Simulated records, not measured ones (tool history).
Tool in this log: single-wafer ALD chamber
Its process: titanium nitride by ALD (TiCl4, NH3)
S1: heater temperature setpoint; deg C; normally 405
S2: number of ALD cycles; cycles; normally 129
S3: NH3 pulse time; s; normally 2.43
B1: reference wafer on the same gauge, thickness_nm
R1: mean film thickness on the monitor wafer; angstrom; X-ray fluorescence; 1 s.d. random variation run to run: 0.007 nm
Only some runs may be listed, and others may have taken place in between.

run 1 day=0 | S1=405 S2=129 S3=2.43 | B1=3.269 | R1=28.04
run 2 day=3.9 | S1=405 S2=129 S3=3.04 | B1=3.277 | R1=28.31
run 3 day=4.621 | S1=405 S2=129 S3=3.04 | B1=3.281 | R1=28.42
run 4 day=5.962 | S1=405 S2=129 S3=2.43 | B1=3.285 | R1=28.16
run 5 day=7.017 | S1=405 S2=129 S3=2.43 | B1=3.286 | R1=28.22
run 6 day=7.904 | S1=405 S2=129 S3=2.43 | B1=3.288 | R1=28.17
run 7 day=8.488 | S1=405 S2=129 S3=2.43 | B1=3.289 | R1=28.22
run 8 day=9.554 | S1=405 S2=129 S3=2.43 | B1=3.292 | R1=28.19
run 9 day=10.071 | S1=408 S2=129 S3=2.43 | B1=3.294 | R1=28.23
run 10 day=11.25 | S1=408 S2=129 S3=2.43 | B1=3.296 | R1=28.33
run 11 day=12.512 | S1=408 S2=129 S3=2.43 | B1=3.298 | R1=28.34
run 12 day=13.262 | S1=402 S2=129 S3=2.43 | B1=3.299 | R1=28.28
run 13 day=13.958 | S1=402 S2=129 S3=2.43 | B1=3.301 | R1=28.22
run 14 day=15.067 | S1=402 S2=129 S3=2.43 | B1=3.302 | R1=28.36
run 15 day=16.075 | S1=405 S2=129 S3=2.43 | B1=3.304 | R1=28.39
-- day=16.35 gauge calibrated
-- day=17.162 thermocouple changed; heater temperature recalibrated
run 16 day=17.446 | S1=398 S2=120 S3=3.18 | B1=3.263 | R1=26.36
-- day=18.367 showerhead replaced
run 17 day=18.792 | S1=419 S2=142 S3=1.54 | B1=3.265 | R1=29.98
run 18 day=19.75 | S1=405 S2=129 S3=3.04 | B1=3.264 | R1=28.22
run 19 day=20.412 | S1=411 S2=129 S3=2.43 | B1=3.269 | R1=28.1
run 20 day=21.488 | S1=405 S2=114 S3=2.8 | B1=3.271 | R1=24.92
run 21 day=22.754 | S1=396 S2=129 S3=1.55 | B1=3.274 | R1=27
run 22 day=23.458 | S1=405 S2=129 S3=2.71 | B1=3.274 | R1=28.11
run 23 day=24.717 | S1=405 S2=129 S3=1.6 | B1=3.279 | R1=27.36
run 24 day=25.862 | S1=405 S2=129 S3=2.43 | B1=3.279 | R1=28.04
run 25 day=26.488 | S1=405 S2=149 S3=1.64 | B1=3.281 | R1=31.71
run 26 day=27.492 | S1=394 S2=129 S3=3.11 | B1=3.284 | R1=28.2
run 27 day=28.012 | S1=401 S2=129 S3=2.43 | B1=3.285 | R1=28.05
run 28 day=28.908 | S1=392 S2=120 S3=2.09 | B1=3.286 | R1=25.67

Some steps in R1 between neighbouring runs. How much of each would the tool show without its hidden state too (settings, what came in, random variation), and how much is left for the hidden state, with any gauge scatter that isn't in both results?
Hidden conditions of the tool in this case: wafer temperature above the value expected at the setpoint (K); gauge reads high (%).
Run 1 -> 2: S3 2.43 -> 3.04. R1 +0.27 angstrom: hidden state +0.07, all else +0.2.
Run 15 -> 16: S1 405 -> 398, S2 129 -> 120, S3 2.43 -> 3.18, gauge calibrated, thermocouple changed; heater temperature recalibrated. R1 -2.03 angstrom: hidden state -0.38, all else -1.65.
Run 16 -> 17: S1 398 -> 419, S2 120 -> 142, S3 3.18 -> 1.54, showerhead replaced. R1 +3.62 angstrom: hidden state +0.02, all else +3.6.
Run 24 -> 25: S2 129 -> 149, S3 2.43 -> 1.64. R1 +3.67 angstrom: hidden state +0.04, all else +3.63.

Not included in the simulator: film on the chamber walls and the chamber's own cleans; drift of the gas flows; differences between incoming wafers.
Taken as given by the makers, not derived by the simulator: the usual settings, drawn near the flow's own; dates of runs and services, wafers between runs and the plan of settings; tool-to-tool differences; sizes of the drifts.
